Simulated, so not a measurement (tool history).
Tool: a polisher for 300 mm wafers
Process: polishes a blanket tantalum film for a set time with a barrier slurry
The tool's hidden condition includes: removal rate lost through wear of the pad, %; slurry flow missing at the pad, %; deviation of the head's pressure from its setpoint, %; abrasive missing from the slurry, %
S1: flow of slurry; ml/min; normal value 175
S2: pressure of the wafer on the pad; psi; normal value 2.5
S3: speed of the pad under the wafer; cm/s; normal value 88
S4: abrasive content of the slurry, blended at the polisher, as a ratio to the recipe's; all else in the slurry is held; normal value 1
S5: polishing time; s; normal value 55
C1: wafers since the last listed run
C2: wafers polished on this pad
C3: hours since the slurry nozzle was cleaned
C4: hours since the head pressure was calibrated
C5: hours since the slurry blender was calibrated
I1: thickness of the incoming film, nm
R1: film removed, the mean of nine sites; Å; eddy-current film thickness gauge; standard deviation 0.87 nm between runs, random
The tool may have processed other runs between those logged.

run 1 hour=0 | S1=175 S2=2.5 S3=88 S4=1 S5=42 | C1=0 C2=3604 C3=83.9 C4=1195.3 C5=243.6 | I1=457.1 | R1=764
-- hour=57.5 head pressure recalibrated
run 2 hour=66 | S1=175 S2=2.1 S3=88 S4=1 S5=55 | C1=1008 C2=4613 C3=149.9 C4=8.5 C5=309.6 | I1=460.2 | R1=863
run 3 hour=110.3 | S1=175 S2=2.1 S3=88 S4=1 S5=55 | C1=698 C2=5312 C3=194.2 C4=52.8 C5=353.9 | I1=460.5 | R1=848
-- hour=156.9 slurry blender recalibrated
-- hour=172.5 worn pad replaced by a new one
run 4 hour=173 | S1=175 S2=2.5 S3=98 S4=1 S5=55 | C1=893 C2=7 C3=256.9 C4=115.5 C5=16.1 | I1=462.9 | R1=1098
run 5 hour=214.9 | S1=175 S2=2.5 S3=98 S4=1 S5=55 | C1=660 C2=668 C3=298.8 C4=157.4 C5=58 | I1=456.9 | R1=1107
run 6 hour=241.5 | S1=175 S2=2.5 S3=88 S4=1 S5=46 | C1=419 C2=1087 C3=325.4 C4=184 C5=84.6 | I1=469 | R1=834
run 7 hour=278.4 | S1=175 S2=2.5 S3=88 S4=1 S5=46 | C1=581 C2=1669 C3=362.3 C4=220.9 C5=121.5 | I1=460.4 | R1=838
run 8 hour=333.6 | S1=175 S2=2.5 S3=88 S4=1 S5=46 | C1=870 C2=2539 C3=417.5 C4=276.1 C5=176.7 | I1=454 | R1=849
run 9 hour=398.7 | S1=175 S2=2.5 S3=88 S4=1 S5=55 | C1=1026 C2=3565 C3=482.6 C4=341.2 C5=241.8 | I1=455.8 | R1=1013
run 10 hour=429.2 | S1=175 S2=2.5 S3=88 S4=1 S5=55 | C1=480 C2=4046 C3=513.1 C4=371.7 C5=272.3 | I1=468.4 | R1=1005
-- hour=499.9 slurry nozzle cleaned
-- hour=507.5 slurry blender recalibrated
-- hour=556.5 worn pad replaced by a new one
run 11 hour=561 | S1=175 S2=2.5 S3=88 S4=1 S5=55 | C1=1967 C2=71 C3=61.1 C4=503.5 C5=53.5 | I1=450.4 | R1=998
run 12 hour=600.3 | S1=175 S2=2.5 S3=88 S4=1 S5=55 | C1=619 C2=690 C3=100.4 C4=542.8 C5=92.8 | I1=460.4 | R1=1015
run 13 hour=634.6 | S1=175 S2=2.5 S3=88 S4=1 S5=55 | C1=540 C2=1231 C3=134.7 C4=577.1 C5=127.1 | I1=451.7 | R1=1016
run 14 hour=689.1 | S1=175 S2=2.5 S3=88 S4=1 S5=47 | C1=859 C2=2090 C3=189.2 C4=631.6 C5=181.6 | I1=463.1 | R1=870
run 15 hour=794.2 | S1=175 S2=2.5 S3=64 S4=1 S5=55 | C1=1656 C2=3747 C3=294.3 C4=736.7 C5=286.7 | I1=459.3 | R1=763
-- hour=825.2 slurry blender recalibrated
run 16 hour=833.1 | S1=210 S2=3.1 S3=112 S4=1 S5=47 | C1=581 C2=4328 C3=333.2 C4=775.6 C5=7.9 | I1=454.4 | R1=1349
run 17 hour=880.3 | S1=175 S2=2.5 S3=88 S4=1 S5=55 | C1=743 C2=5072 C3=380.4 C4=822.8 C5=55.1 | I1=463.1 | R1=1016
run 18 hour=931.1 | S1=175 S2=3.2 S3=88 S4=1 S5=49 | C1=800 C2=5873 C3=431.2 C4=873.6 C5=105.9 | I1=464 | R1=1153
-- hour=943.2 worn pad replaced by a new one
run 19 hour=956 | S1=175 S2=2.5 S3=110 S4=0.9 S5=55 | C1=329 C2=201 C3=456.1 C4=898.5 C5=130.8 | I1=464.9 | R1=1170
run 20 hour=1020.2 | S1=175 S2=2.5 S3=102 S4=1.2 S5=67 | C1=1011 C2=1213 C3=520.3 C4=962.7 C5=195 | I1=461.3 | R1=1501
run 21 hour=1068.4 | S1=155 S2=3.3 S3=106 S4=1 S5=49 | C1=759 C2=1972 C3=568.5 C4=1010.9 C5=243.2 | I1=461.3 | R1=1337
run 22 hour=1116.9 | S1=175 S2=2.5 S3=88 S4=1 S5=55 | C1=764 C2=2737 C3=617 C4=1059.4 C5=291.7 | I1=457 | R1=1013
-- hour=1155.8 slurry nozzle cleaned
run 23 hour=1185.2 | S1=175 S2=3.1 S3=78 S4=1 S5=60 | C1=1060 C2=3798 C3=29.4 C4=1127.7 C5=360 | I1=458 | R1=1220
-- hour=1223.5 slurry blender recalibrated
-- hour=1311.3 head pressure recalibrated
-- hour=1333.4 worn pad replaced by a new one
run 24 hour=1356.6 | S1=215 S2=2.5 S3=88 S4=1 S5=73 | C1=2575 C2=365 C3=200.8 C4=45.3 C5=133.1 | I1=464.9 | R1=1381
run 25 hour=1535.5 | S1=175 S2=2.5 S3=88 S4=1 S5=67 | C1=2819 C2=3185 C3=379.7 C4=224.2 C5=312 | I1=462.8 | R1=1221
run 26 hour=1563.2 | S1=175 S2=2.5 S3=98 S4=1 S5=55 | C1=436 C2=3622 C3=407.4 C4=251.9 C5=339.7 | I1=456.7 | R1=1110
run 27 hour=1597.2 | S1=175 S2=2.5 S3=66 S4=1.15 S5=55 | C1=535 C2=4158 C3=441.4 C4=285.9 C5=373.7 | I1=463.3 | R1=830
run 28 hour=1632.2 | S1=175 S2=2.5 S3=98 S4=1 S5=55 | C1=551 C2=4709 C3=476.4 C4=320.9 C5=408.7 | I1=456.7 | R1=1121

Estimate the outcome of run 29 from the log above:
-- hour=1651.9 slurry blender recalibrated
run 29 hour=1680.3 | S1=175 S2=2.5 S3=118 S4=1 S5=49 | C1=726 C2=5436 C3=524.5 C4=369 C5=28.4 | I1=457.1 | R1=?

{"run 29": {"R1": 1171}}
On a tool with no hidden condition, and with the same random variation, this run would have come out at R1 1171 Å.
